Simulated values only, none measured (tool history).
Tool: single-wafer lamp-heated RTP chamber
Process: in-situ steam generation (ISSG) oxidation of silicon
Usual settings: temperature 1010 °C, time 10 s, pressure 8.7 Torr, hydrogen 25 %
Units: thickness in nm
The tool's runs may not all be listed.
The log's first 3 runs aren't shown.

run,hour,temperature,time,pressure,hydrogen,"read-back reference wafer on the same gauge, thickness",thickness
4,398.6,1010,10,8.7,30,5.586,5.082
# hour 421.5: pyrometer window cleaned and pyrometer calibrated
5,486.6,1000,10,8.7,25,5.607,4.575
6,586.5,1000,10,8.7,25,5.589,4.537
# hour 825.4: pressure gauge zeroed
7,897.1,1000,10,8.7,25,5.599,4.648
8,941.3,1010,10,8.7,25,5.602,4.826
# hour 1013.5: pyrometer window cleaned and pyrometer calibrated
9,1026.4,1010,10,8.7,25,5.605,4.691
10,1184.8,1010,10,8.7,25,5.6,4.683
# hour 1203.6: hydrogen flow controller replaced
11,1244.5,1010,10,8.7,25,5.599,4.715
12,1333.2,1010,10,9.2,25,5.604,4.703
13,1382.1,1010,10,9.2,25,5.604,4.743
14,1476.2,1010,8,8.7,25,5.602,4.408
# hour 1514.3: pyrometer window cleaned and pyrometer calibrated
15,1533.4,1010,8,8.7,25,5.591,4.265
16,1619.6,1029,7,9.7,19,5.591,3.953
17,1725.4,1010,10,8.7,25,5.594,4.749
# hour 1726: gauge calibrated
18,1816.4,1021,10,8.3,22,5.603,4.818
19,2023.4,1010,10,8.7,25,5.595,4.871
# hour 2036: pyrometer window cleaned and pyrometer calibrated
20,2078.2,1010,10,8.1,25,5.596,4.708
21,2159.6,1010,10,8.7,25,5.598,4.686
22,2198.3,995,8,8,19,5.596,3.841
23,2238.9,1010,10,8.7,16,5.592,4.207
24,2293.9,1010,10,8.7,25,5.595,4.754
25,2333.1,1024,11,7.3,32,5.594,5.622

The next listed run, before its measurement:
26,2435.4,1021,7,8.7,32,?,?

Run 26 gave read-back reference wafer on the same gauge, thickness 5.599, thickness 4.612 nm.
Without the tool's hidden state the same run would have given thickness 4.525 nm.
